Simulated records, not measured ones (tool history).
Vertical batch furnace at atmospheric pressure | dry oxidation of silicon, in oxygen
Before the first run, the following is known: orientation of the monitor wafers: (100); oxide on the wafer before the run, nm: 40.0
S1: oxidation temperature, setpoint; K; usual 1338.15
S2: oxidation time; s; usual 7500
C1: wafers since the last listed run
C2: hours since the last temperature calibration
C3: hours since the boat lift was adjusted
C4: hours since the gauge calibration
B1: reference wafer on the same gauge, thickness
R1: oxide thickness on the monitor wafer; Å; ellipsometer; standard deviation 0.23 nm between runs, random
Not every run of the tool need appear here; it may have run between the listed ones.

run     day       S1     S2   C1      C2      C3     C4      B1      R1
  1       0  1319.15   7500    0  4031.4  2007.6  223.1  161.98  1300.6
  2   1.179  1319.15   7500  268  4059.7  2035.9  251.4  162.03  1298.7
  3   2.154  1329.15   7500  221  4083.1  2059.3  274.8  161.98  1385.2
      2.417  -- gauge calibrated
  4    3.15  1354.15   7500  226    4107  2083.2   17.6  161.92  1621.3
  5   3.979  1346.15   7500  188  4126.9  2103.1   37.5  161.97  1546.9
  6   4.592  1346.15   7500  139  4141.6  2117.8   52.2  161.99  1539.6
  7   5.138  1346.15   7500  124  4154.7  2130.9   65.3  162.01  1545.3
  8   5.929  1348.15   7500  179  4173.7  2149.9   84.3  162.08  1565.1
  9   6.754  1348.15   7500  187  4193.5  2169.7  104.1  161.99  1561.7
 10   9.729  1348.15   7500  676  4264.9  2241.1  175.5  162.01  1562.4
 11  10.767  1338.15   7500  235  4289.8    2266  200.4  162.05  1468.1
 12  11.512  1319.15   7500  169  4307.7  2283.9  218.3  162.03  1297.4
 13  12.538  1362.15   5250  232  4332.3  2308.5  242.9  161.93  1404.1
     14.729  -- gauge calibrated
       15.9  -- thermocouples replaced and temperature profile calibrated
     16.696  -- boat lift adjusted
 14  16.717  1316.15   5370  541    19.6     0.5   47.7  162.01  1090.9
 15  16.962  1360.15  11040   55    25.5     6.4   53.6  161.96  2153.3
 16  17.208  1320.15   4890   55    31.4    12.3   59.5  162.03  1064.5
 17  19.596  1338.15  10530  542    88.7    69.6  116.8   161.9  1820.1
 18    20.2  1338.15   4260  137   103.2    84.1  131.3  162.07  1104.8
 19  21.008  1317.15  10140  183   122.6   103.5  150.7  161.94  1555.3
 20  21.771  1314.15  10110  173   140.9   121.8    169  161.96  1519.3

Alternative continuations, all from the tool just after run 20; predict every row:
  A  22.021  1322.15   7500  56  146.9  127.8  175   ?   ?
  B  22.021  1316.15  10650  56  146.9  127.8  175   ?   ?
  C  22.021  1359.15   4590  56  146.9  127.8  175   ?   ?
  D  22.021  1338.15  10380  56  146.9  127.8  175   ?   ?
  E  22.021  1355.15   7500  56  146.9  127.8  175   ?   ?

run      B1      R1
  A  161.99  1355.3
  B  161.99  1588.6
  C  161.99  1307.1
  D  161.99  1807.3
  E  161.99  1671.9
Had the tool no hidden state, the same runs would have come out as:
run      R1
  A  1361.1
  B  1595.7
  C  1312.5
  D  1814.9
  E  1678.9
